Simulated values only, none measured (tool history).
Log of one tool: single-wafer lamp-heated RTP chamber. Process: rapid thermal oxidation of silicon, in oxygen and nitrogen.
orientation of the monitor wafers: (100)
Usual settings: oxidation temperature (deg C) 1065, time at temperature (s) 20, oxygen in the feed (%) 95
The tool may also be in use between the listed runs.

run	hour	oxidation temperature (deg C)	time at temperature (s)	oxygen in the feed (%)	wafers since the last listed run	wafers since the last pyrometer calibration	hours since the oxygen flow controller was replaced	hours since the gauge calibration	read-back reference wafer on the same gauge, thickness	oxide thickness on the monitor wafer (Å)
1	0.0	1065	20	95	0	2099	934.6	1678.6	4.989	57.64
2	103.4	1065	20	95	1189	3288	1038.0	1782.0	4.992	57.69
3	194.4	1065	20	95	1046	4335	1129.0	1873.0	4.990	57.94
4	250.6	1065	20	95	646	4981	1185.2	1929.2	4.988	57.91
5	319.6	1065	20	95	793	5775	1254.2	1998.2	4.990	58.00
6	381.1	1065	20	95	707	6482	1315.7	2059.7	4.990	57.97
# hour 456.5: pyrometer window cleaned and pyrometer calibrated
7	466.6	1065	20	95	891	115	1401.2	2145.2	4.988	57.32
8	508.8	1065	20	95	485	601	1443.4	2187.4	4.993	57.49
9	584.6	1065	20	95	871	1473	1519.2	2263.2	4.988	57.59
10	683.2	1065	20	95	1134	2607	1617.8	2361.8	4.988	57.64
11	764.4	1065	20	95	933	3540	1699.0	2443.0	4.986	57.73
12	862.8	1065	20	95	1131	4672	1797.4	2541.4	4.990	57.84
13	934.5	1065	20	98	824	5497	1869.1	2613.1	4.987	58.43
14	994.8	1065	20	98	693	6190	1929.4	2673.4	4.990	58.66
15	1093.7	1088	12	98	1137	7328	2028.3	2772.3	4.991	55.47
# hour 1132.2: pyrometer window cleaned and pyrometer calibrated
16	1195.2	1065	20	95	1075	724	2129.8	2873.8	4.987	57.41
17	1491.1	1065	23	95	3403	4127	2425.7	3169.7	4.990	61.44
18	1579.8	1065	25	67	1020	5147	2514.4	3258.4	4.986	56.20
# hour 1777.8: pyrometer window cleaned and pyrometer calibrated
19	1869.9	1086	20	66	3244	1059	2804.5	3548.5	4.987	58.10
20	1962.3	1095	17	77	1062	2121	2896.9	3640.9	4.988	60.73
# hour 1975.0: gauge calibrated
21	2001.4	1083	23	95	449	2571	2936.0	26.4	4.990	68.96
22	2088.8	1052	29	68	1005	3576	3023.4	113.8	4.989	55.09
# hour 2109.2: oxygen flow controller replaced
23	2135.1	1065	20	87	440	4017	25.9	160.1	4.989	56.10
24	2207.8	1038	13	66	836	4853	98.6	232.8	4.988	36.34
25	2268.1	1035	20	95	693	5547	158.9	293.1	4.991	47.40
26	2354.8	1065	20	95	997	6544	245.6	379.8	4.990	57.83
27	2401.3	1086	20	86	534	7078	292.1	426.3	4.987	64.25
28	2452.0	1048	20	98	583	7662	342.8	477.0	4.987	52.27
# hour 2465.2: pyrometer window cleaned and pyrometer calibrated
29	2489.7	1048	24	95	341	281	380.5	514.7	4.991	55.24
30	2549.6	1065	11	98	688	970	440.4	574.6	4.988	45.94
31	2617.5	1052	20	85	780	1751	508.3	642.5	4.991	50.74
32	2659.3	1065	20	95	480	2232	550.1	684.3	4.993	57.72
33	2719.1	1065	24	98	687	2920	609.9	744.1	4.989	62.88
34	2773.2	1065	16	75	622	3542	664.0	798.2	4.989	48.55
35	2819.4	1055	20	95	531	4073	710.2	844.4	4.994	53.99
36	2920.3	1048	20	78	1160	5234	811.1	945.3	4.993	48.34
37	3017.4	1065	20	95	1116	6351	908.2	1042.4	4.988	57.86

How the hidden state differs across the entries between the runs, from the last listed run before each to the first after it:
Between runs 6 and 7: pyrometer window cleaned and pyrometer calibrated (hour 456.5)
  true wafer temperature minus pyrometer reading, K: 1.61 -> 0.101
  measured less the result without the state, oxide thickness on the monitor wafer (Å): +0.61 -> +0.04
Between runs 15 and 16: pyrometer window cleaned and pyrometer calibrated (hour 1132.2)
  true wafer temperature minus pyrometer reading, K: 1.56 -> 0.455
  measured less the result without the state, oxide thickness on the monitor wafer (Å): +0.55 -> +0.17
Between runs 18 and 19: pyrometer window cleaned and pyrometer calibrated (hour 1777.8)
  true wafer temperature minus pyrometer reading, K: 1.46 -> 0.584
  measured less the result without the state, oxide thickness on the monitor wafer (Å): +0.54 -> +0.22
Between runs 20 and 21: gauge calibrated (hour 1975.0)
  true wafer temperature minus pyrometer reading, K: 0.939 -> 1.05
  measured less the result without the state, oxide thickness on the monitor wafer (Å): +0.36 -> +0.47
Between runs 22 and 23: oxygen flow controller replaced (hour 2109.2)
  true wafer temperature minus pyrometer reading, K: 1.25 -> 1.33
  measured less the result without the state, oxide thickness on the monitor wafer (Å): +0.46 -> +0.49
Between runs 28 and 29: pyrometer window cleaned and pyrometer calibrated (hour 2465.2)
  true wafer temperature minus pyrometer reading, K: 1.61 -> 0.248
  measured less the result without the state, oxide thickness on the monitor wafer (Å): +0.56 -> +0.09
